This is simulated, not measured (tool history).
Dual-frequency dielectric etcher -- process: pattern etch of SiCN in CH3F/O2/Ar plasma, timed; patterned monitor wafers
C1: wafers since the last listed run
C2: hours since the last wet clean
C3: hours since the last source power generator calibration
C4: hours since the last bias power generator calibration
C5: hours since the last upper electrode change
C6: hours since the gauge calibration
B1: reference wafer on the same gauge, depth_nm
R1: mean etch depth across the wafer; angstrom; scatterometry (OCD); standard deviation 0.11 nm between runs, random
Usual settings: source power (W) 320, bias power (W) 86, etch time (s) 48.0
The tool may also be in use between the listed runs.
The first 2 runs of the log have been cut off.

-- day=4.992 gauge calibrated
run 3 day=6.833 | source_power_(W)=320 bias_power_(W)=86 etch_time_(s)=39.0 | C1=1674 C2=132.1 C3=3751.1 C4=2282.8 C5=1716.5 C6=44.2 | B1=18.28 | R1=137.8
run 4 day=9.262 | source_power_(W)=320 bias_power_(W)=86 etch_time_(s)=39.0 | C1=1004 C2=190.4 C3=3809.4 C4=2341.1 C5=1774.8 C6=102.5 | B1=18.27 | R1=139.5
run 5 day=12.258 | source_power_(W)=320 bias_power_(W)=86 etch_time_(s)=48.0 | C1=1238 C2=262.3 C3=3881.3 C4=2413.0 C5=1846.7 C6=174.4 | B1=18.27 | R1=173.2
run 6 day=16.083 | source_power_(W)=320 bias_power_(W)=86 etch_time_(s)=48.0 | C1=1581 C2=354.1 C3=3973.1 C4=2504.8 C5=1938.5 C6=266.2 | B1=18.25 | R1=172.2
-- day=19.142 source power generator calibrated
run 7 day=19.229 | source_power_(W)=320 bias_power_(W)=91 etch_time_(s)=54.5 | C1=1231 C2=429.6 C3=2.1 C4=2580.3 C5=2014.0 C6=341.7 | B1=18.32 | R1=201.1
run 8 day=22.142 | source_power_(W)=320 bias_power_(W)=91 etch_time_(s)=54.5 | C1=1204 C2=499.5 C3=72.0 C4=2650.2 C5=2083.9 C6=411.6 | B1=18.30 | R1=201.7
-- day=26.146 wet clean of the chamber
run 9 day=26.562 | source_power_(W)=320 bias_power_(W)=86 etch_time_(s)=48.0 | C1=1414 C2=10.0 C3=178.1 C4=2756.3 C5=2190.0 C6=517.7 | B1=18.30 | R1=171.2
run 10 day=28.908 | source_power_(W)=320 bias_power_(W)=102 etch_time_(s)=48.0 | C1=969 C2=66.3 C3=234.4 C4=2812.6 C5=2246.3 C6=574.0 | B1=18.32 | R1=183.1
run 11 day=31.200 | source_power_(W)=320 bias_power_(W)=73 etch_time_(s)=58.0 | C1=947 C2=121.3 C3=289.4 C4=2867.6 C5=2301.3 C6=629.0 | B1=18.30 | R1=192.4
-- day=32.233 upper electrode replaced, of another model than before
run 12 day=33.504 | source_power_(W)=320 bias_power_(W)=86 etch_time_(s)=48.0 | C1=539 C2=176.6 C3=344.7 C4=2922.9 C5=30.5 C6=684.3 | B1=18.31 | R1=173.1
run 13 day=35.979 | source_power_(W)=320 bias_power_(W)=86 etch_time_(s)=48.0 | C1=1023 C2=236.0 C3=404.1 C4=2982.3 C5=89.9 C6=743.7 | B1=18.30 | R1=170.7
run 14 day=39.933 | source_power_(W)=290 bias_power_(W)=103 etch_time_(s)=48.0 | C1=1634 C2=330.9 C3=499.0 C4=3077.2 C5=184.8 C6=838.6 | B1=18.36 | R1=188.0
-- day=41.271 bias power generator calibrated
run 15 day=42.696 | source_power_(W)=320 bias_power_(W)=86 etch_time_(s)=48.0 | C1=1073 C2=397.2 C3=565.3 C4=34.2 C5=251.1 C6=904.9 | B1=18.32 | R1=170.6
run 16 day=46.996 | source_power_(W)=370 bias_power_(W)=86 etch_time_(s)=48.0 | C1=1777 C2=500.4 C3=668.5 C4=137.4 C5=354.3 C6=1008.1 | B1=18.33 | R1=180.7
run 17 day=48.992 | source_power_(W)=380 bias_power_(W)=69 etch_time_(s)=34.0 | C1=825 C2=548.3 C3=716.4 C4=185.3 C5=402.2 C6=1056.0 | B1=18.27 | R1=110.7
-- day=50.567 wet clean of the chamber
run 18 day=50.804 | source_power_(W)=380 bias_power_(W)=86 etch_time_(s)=48.0 | C1=335 C2=5.7 C3=759.9 C4=228.8 C5=445.7 C6=1099.5 | B1=18.29 | R1=179.2
run 19 day=55.217 | source_power_(W)=290 bias_power_(W)=86 etch_time_(s)=48.0 | C1=1824 C2=111.6 C3=865.8 C4=334.7 C5=551.6 C6=1205.4 | B1=18.27 | R1=168.3
run 20 day=56.771 | source_power_(W)=250 bias_power_(W)=86 etch_time_(s)=53.0 | C1=642 C2=148.9 C3=903.1 C4=372.0 C5=588.9 C6=1242.7 | B1=18.31 | R1=177.8
run 21 day=58.512 | source_power_(W)=320 bias_power_(W)=86 etch_time_(s)=48.0 | C1=720 C2=190.7 C3=944.9 C4=413.8 C5=630.7 C6=1284.5 | B1=18.29 | R1=169.8
run 22 day=62.704 | source_power_(W)=320 bias_power_(W)=86 etch_time_(s)=48.0 | C1=1733 C2=291.3 C3=1045.5 C4=514.4 C5=731.3 C6=1385.1 | B1=18.34 | R1=172.0
run 23 day=65.488 | source_power_(W)=290 bias_power_(W)=86 etch_time_(s)=36.5 | C1=1150 C2=358.1 C3=1112.3 C4=581.2 C5=798.1 C6=1451.9 | B1=18.29 | R1=128.4

Run 24 is up next; what results do you expect?
run 24 day=68.392 | source_power_(W)=340 bias_power_(W)=93 etch_time_(s)=44.0 | C1=1200 C2=427.8 C3=1182.0 C4=650.9 C5=867.8 C6=1521.6 | B1=? | R1=?

Run 24 yielded B1 18.33, R1 169.1 angstrom.
Without the tool's hidden state the same run would have given R1 165.9 angstrom.
